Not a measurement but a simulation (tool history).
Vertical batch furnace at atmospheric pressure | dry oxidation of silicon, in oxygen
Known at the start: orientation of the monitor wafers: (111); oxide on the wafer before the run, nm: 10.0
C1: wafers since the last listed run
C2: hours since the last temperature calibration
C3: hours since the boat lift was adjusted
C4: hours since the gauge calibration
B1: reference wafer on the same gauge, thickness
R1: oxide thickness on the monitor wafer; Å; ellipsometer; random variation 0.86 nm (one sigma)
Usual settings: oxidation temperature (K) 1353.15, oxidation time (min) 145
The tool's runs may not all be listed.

Run 1, hour 0: usual settings but oxidation time (min) 113; C1 0; C2 1476.8; C3 141.1; C4 404.4; B1 169.99. Result: R1 1673.7 Å.
Run 2, hour 76.2: usual settings but oxidation time (min) 113; C1 619; C2 1553; C3 217.3; C4 480.6; B1 170.11. Result: R1 1673 Å.
Run 3, hour 234.3: usual settings; C1 1286; C2 1711.1; C3 375.4; C4 638.7; B1 170.07. Result: R1 1934.2 Å.
Run 4, hour 329.3: usual settings; C1 772; C2 1806.1; C3 470.4; C4 733.7; B1 170.01. Result: R1 1910.6 Å.
Run 5, hour 418.4: usual settings; C1 724; C2 1895.2; C3 559.5; C4 822.8; B1 169.97. Result: R1 1935.5 Å.
Run 6, hour 465.3: usual settings; C1 381; C2 1942.1; C3 606.4; C4 869.7; B1 170.14. Result: R1 1930.2 Å.
Run 7, hour 563.3: usual settings; C1 797; C2 2040.1; C3 704.4; C4 967.7; B1 169.87. Result: R1 1935.2 Å.
Run 8, hour 650.8: usual settings; C1 711; C2 2127.6; C3 791.9; C4 1055.2; B1 169.96. Result: R1 1908 Å.
Run 9, hour 718.8: usual settings; C1 553; C2 2195.6; C3 859.9; C4 1123.2; B1 170.11. Result: R1 1899.5 Å.
Run 10, hour 781: usual settings; C1 506; C2 2257.8; C3 922.1; C4 1185.4; B1 169.96. Result: R1 1909.7 Å.
Run 11, hour 862.6: usual settings; C1 663; C2 2339.4; C3 1003.7; C4 1267; B1 170.16. Result: R1 1925.1 Å.
Run 12, hour 945.9: usual settings; C1 677; C2 2422.7; C3 1087; C4 1350.3; B1 169.97. Result: R1 1908.4 Å.
Run 13, hour 1027.1: usual settings; C1 660; C2 2503.9; C3 1168.2; C4 1431.5; B1 169.99. Result: R1 1922.5 Å.
Run 14, hour 1064.5: usual settings; C1 304; C2 2541.3; C3 1205.6; C4 1468.9; B1 169.9. Result: R1 1920.2 Å.
Run 15, hour 1169.7: usual settings but oxidation time (min) 125.5; C1 855; C2 2646.5; C3 1310.8; C4 1574.1; B1 170. Result: R1 1763.4 Å.
At hour 1266.5: thermocouples replaced and temperature profile calibrated.
At hour 1461.6: boat lift adjusted.
Run 16, hour 1466.2: usual settings but oxidation time (min) 125.5; C1 2021; C2 199.7; C3 4.6; C4 1870.6; B1 169.79. Result: R1 1794.5 Å.
Run 17, hour 1504.7: usual settings but oxidation time (min) 125.5; C1 313; C2 238.2; C3 43.1; C4 1909.1; B1 170.14. Result: R1 1793.1 Å.
Run 18, hour 1549: usual settings but oxidation temperature (K) 1345.15, oxidation time (min) 178; C1 360; C2 282.5; C3 87.4; C4 1953.4; B1 169.93. Result: R1 2082 Å.
Run 19, hour 1625.2: usual settings but oxidation temperature (K) 1345.15, oxidation time (min) 178; C1 619; C2 358.7; C3 163.6; C4 2029.6; B1 169.88. Result: R1 2105.2 Å.
Run 20, hour 1685: usual settings; C1 486; C2 418.5; C3 223.4; C4 2089.4; B1 169.97. Result: R1 1934.9 Å.
At hour 1692.5: gauge calibrated.
Run 21, hour 1755.7: usual settings but oxidation temperature (K) 1343.15, oxidation time (min) 203; C1 575; C2 489.2; C3 294.1; C4 63.2; B1 169.9. Result: R1 2213.5 Å.
Run 22, hour 1842.3: usual settings; C1 704; C2 575.8; C3 380.7; C4 149.8; B1 169.98. Result: R1 1937.1 Å.
Run 23, hour 1932.9: usual settings but oxidation time (min) 122.5; C1 737; C2 666.4; C3 471.3; C4 240.4; B1 169.92. Result: R1 1744.5 Å.
Run 24, hour 1997.1: usual settings but oxidation temperature (K) 1335.15, oxidation time (min) 121; C1 522; C2 730.6; C3 535.5; C4 304.6; B1 170.07. Result: R1 1555.6 Å.
Run 25, hour 2064.8: usual settings but oxidation time (min) 125.5; C1 550; C2 798.3; C3 603.2; C4 372.3; B1 169.82. Result: R1 1742.3 Å.
Run 26, hour 2150.7: usual settings; C1 698; C2 884.2; C3 689.1; C4 458.2; B1 169.96. Result: R1 1894.3 Å.
Run 27, hour 2257: usual settings but oxidation temperature (K) 1330.15, oxidation time (min) 117; C1 864; C2 990.5; C3 795.4; C4 564.5; B1 169.88. Result: R1 1484.3 Å.
Run 28, hour 2318.6: usual settings but oxidation temperature (K) 1342.15, oxidation time (min) 171; C1 501; C2 1052.1; C3 857; C4 626.1; B1 169.97. Result: R1 1969.5 Å.
Run 29, hour 2364.5: usual settings; C1 373; C2 1098; C3 902.9; C4 672; B1 169.86. Result: R1 1924.6 Å.
Run 30, hour 2409.6: usual settings but oxidation temperature (K) 1345.15, oxidation time (min) 93; C1 366; C2 1143.1; C3 948; C4 717.1; B1 170.06. Result: R1 1392.6 Å.
Run 31, hour 2483.4: usual settings but oxidation temperature (K) 1344.15, oxidation time (min) 79; C1 600; C2 1216.9; C3 1021.8; C4 790.9; B1 169.97. Result: R1 1256.1 Å.
Run 32, hour 2526.8: usual settings but oxidation time (min) 195; C1 353; C2 1260.3; C3 1065.2; C4 834.3; B1 169.95. Result: R1 2261.8 Å.
Run 33, hour 2618.9: usual settings but oxidation temperature (K) 1372.15, oxidation time (min) 102; C1 749; C2 1352.4; C3 1157.3; C4 926.4; B1 170.1. Result: R1 1733.2 Å.
Run 34, hour 2719.7: usual settings; C1 820; C2 1453.2; C3 1258.1; C4 1027.2; B1 169.94. Result: R1 1895.5 Å.
Run 35, hour 2826.6: usual settings but oxidation temperature (K) 1374.15, oxidation time (min) 118; C1 869; C2 1560.1; C3 1365; C4 1134.1; B1 169.95. Result: R1 1935.8 Å.
At hour 2879.3: boat lift adjusted.
Run 36, hour 2879.8: usual settings but oxidation temperature (K) 1375.15, oxidation time (min) 78; C1 237; C2 1613.3; C3 0.5; C4 1187.3; B1 170.12. Result: R1 1568 Å.
Run 37, hour 2966.5: usual settings but oxidation temperature (K) 1345.15, oxidation time (min) 178; C1 705; C2 1700; C3 87.2; C4 1274; B1 170.06. Result: R1 2087.6 Å.
Run 38, hour 3036.5: usual settings but oxidation temperature (K) 1364.15, oxidation time (min) 84; C1 569; C2 1770; C3 157.2; C4 1344; B1 170.14. Result: R1 1512.3 Å.
Run 39, hour 3073.2: usual settings; C1 298; C2 1806.7; C3 193.9; C4 1380.7; B1 169.89. Result: R1 1938.1 Å.
Run 40, hour 3148.8: usual settings; C1 615; C2 1882.3; C3 269.5; C4 1456.3; B1 169.76. Result: R1 1946.2 Å.

The same runs without the tool's hidden state, with the same run-to-run variation:
The hidden state here: true tube temperature minus thermocouple reading, K; monitor wafer colder than the profiled boat position, K; gauge reads high (%).
run      R1
  1  1688.7
  2  1692.3
  3  1964.2
  4  1944.1
  5  1972.5
  6  1968.5
  7  1976.2
  8  1950.4
  9    1943
 10  1954.4
 11  1971.4
 12  1955.4
 13  1970.8
 14  1968.7
 15  1809.4
 16    1804
 17  1805.7
 18  2099.4
 19  2128.4
 20    1961
 21  2245.8
 22  1971.2
 23  1779.1
 24  1586.5
 25  1780.7
 26  1937.9
 27  1518.5
 28  2016.3
 29  1973.3
 30  1428.6
 31  1289.5
 32  2320.3
 33  1778.3
 34  1947.8
 35    1985
 36  1569.1
 37  2096.6
 38  1523.7
 39  1954.3
 40  1966.9

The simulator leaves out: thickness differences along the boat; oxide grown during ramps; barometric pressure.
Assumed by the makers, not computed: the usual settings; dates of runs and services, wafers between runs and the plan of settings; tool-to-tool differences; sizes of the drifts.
